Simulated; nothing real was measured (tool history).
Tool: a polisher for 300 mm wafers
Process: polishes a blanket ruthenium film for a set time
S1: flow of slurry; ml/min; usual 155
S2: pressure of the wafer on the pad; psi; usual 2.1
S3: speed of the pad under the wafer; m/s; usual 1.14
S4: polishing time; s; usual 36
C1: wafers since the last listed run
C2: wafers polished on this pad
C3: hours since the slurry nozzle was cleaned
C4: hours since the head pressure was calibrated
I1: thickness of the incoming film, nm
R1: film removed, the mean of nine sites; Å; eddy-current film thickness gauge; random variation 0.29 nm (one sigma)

run   hour   S1   S2    S3  S4    C1    C2     C3      C4     I1   R1
  1      0  155  2.1  1.14  36     0  1796   31.8   819.1  270.2  401
        10  -- worn pad replaced by a new one
  2   76.6  155  2.1  1.14  36   685   628  108.4   895.7  267.6  403
  3  134.9  155  2.1  1.14  36   550  1179  166.7     954  267.5  400
     176.1  -- slurry nozzle cleaned
     213.7  -- worn pad replaced by a new one
  4  220.6  190  2.1  1.14  36   762    65   44.5  1039.7  269.4  406
  5  282.2  190  2.1  1.14  36   581   647  106.1  1101.3  270.3  409
  6  322.3  155  2.1  1.14  39   378  1026  146.2  1141.4    268  423
     350.9  -- head pressure recalibrated
     358.4  -- slurry nozzle cleaned
  7  390.1  155  2.1  1.14  39   612  1638   31.7    39.2  269.1  459
     403.1  -- worn pad replaced by a new one
  8  443.9  175  2.6  1.14  36   470   385   85.5      93  268.3  498
  9    521  155  2.7  1.44  36   728  1113  162.6   170.1  272.6  580
     585.9  -- slurry nozzle cleaned
     621.3  -- worn pad replaced by a new one
 10  621.8  155  2.1  1.14  32   905     4   35.9   270.9  270.2  367
 11  673.5  180  1.7  1.28  40   488   493   87.6   322.6  264.9  437
 12  764.6  155  2.1  1.14  36   860  1353  178.7   413.7  271.5  412
     799.5  -- worn pad replaced by a new one
       805  -- slurry nozzle cleaned
 13  820.6  105  2.1  0.88  48   481   190   15.6   469.7  265.6  434
 14  927.6  155  2.1  1.14  45  1010  1200  122.6   576.7  269.1  502
 15  963.8  155  2.1  1.14  36   341  1542  158.8   612.9  269.3  402

What the log doesn't show, run by run:
removal rate lost through wear of the pad, %: 0 in every run
slurry flow missing at the pad, %: 0 in every run
H1: deviation of the head's pressure from its setpoint, %
run      H1
  1   -6.79
  2   -7.56
  3   -8.15
  4   -9.02
  5   -9.64
  6     -10
  7  -0.796
  8   -1.34
  9   -2.12
 10   -3.14
 11   -3.66
 12   -4.59
 13   -5.15
 14   -6.23
 15    -6.6
